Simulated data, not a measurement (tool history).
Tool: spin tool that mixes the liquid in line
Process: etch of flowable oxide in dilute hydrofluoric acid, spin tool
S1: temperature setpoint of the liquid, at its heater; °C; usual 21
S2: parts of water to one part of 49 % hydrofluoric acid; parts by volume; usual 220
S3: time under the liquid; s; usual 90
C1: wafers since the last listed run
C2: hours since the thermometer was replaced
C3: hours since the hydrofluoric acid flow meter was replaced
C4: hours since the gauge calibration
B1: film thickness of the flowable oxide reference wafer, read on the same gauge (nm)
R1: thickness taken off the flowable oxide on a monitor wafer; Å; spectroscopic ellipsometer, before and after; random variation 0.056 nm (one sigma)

{"run": 1, "hour": 0.0, "S1": 21, "S2": 265, "S3": 90, "C1": 0, "C2": 782.9, "C3": 165.9, "C4": 1241.8, "B1": 141, "R1": 107.6}
{"run": 2, "hour": 256.9, "S1": 21, "S2": 265, "S3": 90, "C1": 2373, "C2": 1039.8, "C3": 422.8, "C4": 1498.7, "B1": 141.38, "R1": 108.1}
{"run": 3, "hour": 297.9, "S1": 21, "S2": 220, "S3": 90, "C1": 378, "C2": 1080.8, "C3": 463.8, "C4": 1539.7, "B1": 141.43, "R1": 135.1}
{"hour": 362.0, "done": "thermometer replaced"}
{"run": 4, "hour": 369.2, "S1": 21, "S2": 220, "S3": 90, "C1": 649, "C2": 7.2, "C3": 535.1, "C4": 1611, "B1": 141.52, "R1": 136.1}
{"run": 5, "hour": 440.0, "S1": 21, "S2": 220, "S3": 90, "C1": 653, "C2": 78, "C3": 605.9, "C4": 1681.8, "B1": 141.66, "R1": 137.3}
{"run": 6, "hour": 521.3, "S1": 21, "S2": 220, "S3": 90, "C1": 750, "C2": 159.3, "C3": 687.2, "C4": 1763.1, "B1": 141.75, "R1": 136.6}
{"run": 7, "hour": 603.0, "S1": 21, "S2": 220, "S3": 90, "C1": 754, "C2": 241, "C3": 768.9, "C4": 1844.8, "B1": 141.97, "R1": 135.7}
{"run": 8, "hour": 647.3, "S1": 21, "S2": 220, "S3": 90, "C1": 409, "C2": 285.3, "C3": 813.2, "C4": 1889.1, "B1": 142.01, "R1": 136.7}
{"run": 9, "hour": 687.3, "S1": 21, "S2": 220, "S3": 110, "C1": 369, "C2": 325.3, "C3": 853.2, "C4": 1929.1, "B1": 142.07, "R1": 165.7}
{"run": 10, "hour": 788.9, "S1": 21, "S2": 305, "S3": 90, "C1": 938, "C2": 426.9, "C3": 954.8, "C4": 2030.7, "B1": 142.3, "R1": 91.1}
{"hour": 839.9, "done": "hydrofluoric acid flow meter replaced"}
{"run": 11, "hour": 878.2, "S1": 21, "S2": 220, "S3": 90, "C1": 815, "C2": 516.2, "C3": 38.3, "C4": 2120, "B1": 142.51, "R1": 136.7}
{"run": 12, "hour": 953.0, "S1": 24.5, "S2": 305, "S3": 90, "C1": 690, "C2": 591, "C3": 113.1, "C4": 2194.8, "B1": 142.68, "R1": 103.7}
{"run": 13, "hour": 997.0, "S1": 21, "S2": 135, "S3": 70, "C1": 406, "C2": 635, "C3": 157.1, "C4": 2238.8, "B1": 142.78, "R1": 190.6}
{"run": 14, "hour": 1047.9, "S1": 25, "S2": 330, "S3": 140, "C1": 470, "C2": 685.9, "C3": 208, "C4": 2289.7, "B1": 142.92, "R1": 149}
{"run": 15, "hour": 1124.5, "S1": 17.5, "S2": 270, "S3": 70, "C1": 707, "C2": 762.5, "C3": 284.6, "C4": 2366.3, "B1": 143.06, "R1": 72.8}
{"run": 16, "hour": 1217.2, "S1": 22.5, "S2": 220, "S3": 45, "C1": 856, "C2": 855.2, "C3": 377.3, "C4": 2459, "B1": 143.29, "R1": 73.3}
{"run": 17, "hour": 1265.7, "S1": 25.5, "S2": 320, "S3": 125, "C1": 448, "C2": 903.7, "C3": 425.8, "C4": 2507.5, "B1": 143.38, "R1": 139.8}
{"run": 18, "hour": 1332.2, "S1": 21, "S2": 150, "S3": 135, "C1": 614, "C2": 970.2, "C3": 492.3, "C4": 2574, "B1": 143.56, "R1": 326.8}
{"run": 19, "hour": 1435.7, "S1": 25.5, "S2": 220, "S3": 90, "C1": 956, "C2": 1073.7, "C3": 595.8, "C4": 2677.5, "B1": 143.82, "R1": 162.9}
{"run": 20, "hour": 1505.3, "S1": 22.5, "S2": 220, "S3": 120, "C1": 642, "C2": 1143.3, "C3": 665.4, "C4": 2747.1, "B1": 144.05, "R1": 196.2}
{"run": 21, "hour": 1584.6, "S1": 19.5, "S2": 280, "S3": 140, "C1": 732, "C2": 1222.6, "C3": 744.7, "C4": 2826.4, "B1": 144.28, "R1": 150.9}
{"hour": 1664.1, "done": "thermometer replaced"}
{"run": 22, "hour": 1677.7, "S1": 17, "S2": 140, "S3": 40, "C1": 850, "C2": 13.6, "C3": 837.8, "C4": 2919.5, "B1": 144.5, "R1": 90.1}
{"run": 23, "hour": 1718.9, "S1": 24.5, "S2": 220, "S3": 110, "C1": 380, "C2": 54.8, "C3": 879, "C4": 2960.7, "B1": 144.64, "R1": 193.7}
{"hour": 1895.6, "done": "gauge calibrated"}
{"hour": 1914.1, "done": "hydrofluoric acid flow meter replaced"}
{"run": 24, "hour": 1970.9, "S1": 21, "S2": 220, "S3": 90, "C1": 2318, "C2": 306.8, "C3": 56.8, "C4": 75.3, "B1": 140.47, "R1": 135}
{"run": 25, "hour": 2038.6, "S1": 21, "S2": 220, "S3": 70, "C1": 625, "C2": 374.5, "C3": 124.5, "C4": 143, "B1": 140.49, "R1": 104.7}
{"run": 26, "hour": 2115.4, "S1": 18, "S2": 295, "S3": 90, "C1": 709, "C2": 451.3, "C3": 201.3, "C4": 219.8, "B1": 140.5, "R1": 83.4}
{"run": 27, "hour": 2219.0, "S1": 23, "S2": 220, "S3": 90, "C1": 956, "C2": 554.9, "C3": 304.9, "C4": 323.4, "B1": 140.57, "R1": 146}
{"run": 28, "hour": 2296.6, "S1": 21, "S2": 150, "S3": 135, "C1": 716, "C2": 632.5, "C3": 382.5, "C4": 401, "B1": 140.55, "R1": 322.5}
{"run": 29, "hour": 2335.2, "S1": 23.5, "S2": 150, "S3": 90, "C1": 356, "C2": 671.1, "C3": 421.1, "C4": 439.6, "B1": 140.56, "R1": 235}
{"run": 30, "hour": 2420.8, "S1": 23.5, "S2": 180, "S3": 35, "C1": 790, "C2": 756.7, "C3": 506.7, "C4": 525.2, "B1": 140.58, "R1": 73.9}
{"run": 31, "hour": 2465.6, "S1": 21, "S2": 280, "S3": 90, "C1": 413, "C2": 801.5, "C3": 551.5, "C4": 570, "B1": 140.63, "R1": 100.1}
{"run": 32, "hour": 2565.9, "S1": 21, "S2": 220, "S3": 90, "C1": 926, "C2": 901.8, "C3": 651.8, "C4": 670.3, "B1": 140.72, "R1": 134.6}
{"run": 33, "hour": 2611.3, "S1": 24.5, "S2": 220, "S3": 125, "C1": 419, "C2": 947.2, "C3": 697.2, "C4": 715.7, "B1": 140.79, "R1": 214.7}

Forecast each of these 4 alternatives for the next run:
{"run": "A", "hour": 2611.7, "S1": 21, "S2": 290, "S3": 90, "C1": 3, "C2": 947.6, "C3": 697.6, "C4": 716.1, "B1": "?", "R1": "?"}
{"run": "B", "hour": 2611.7, "S1": 21, "S2": 330, "S3": 45, "C1": 3, "C2": 947.6, "C3": 697.6, "C4": 716.1, "B1": "?", "R1": "?"}
{"run": "C", "hour": 2611.7, "S1": 25.5, "S2": 315, "S3": 130, "C1": 3, "C2": 947.6, "C3": 697.6, "C4": 716.1, "B1": "?", "R1": "?"}
{"run": "D", "hour": 2611.7, "S1": 17.5, "S2": 250, "S3": 130, "C1": 3, "C2": 947.6, "C3": 697.6, "C4": 716.1, "B1": "?", "R1": "?"}

run=A B1=140.74 R1=96.4
run=B B1=140.74 R1=40.9
run=C B1=140.74 R1=146.5
run=D B1=140.74 R1=146.9
Without the tool's hidden state the same runs would have given:
run=A R1=95.9
run=B R1=40.6
run=C R1=145.8
run=D R1=146.1

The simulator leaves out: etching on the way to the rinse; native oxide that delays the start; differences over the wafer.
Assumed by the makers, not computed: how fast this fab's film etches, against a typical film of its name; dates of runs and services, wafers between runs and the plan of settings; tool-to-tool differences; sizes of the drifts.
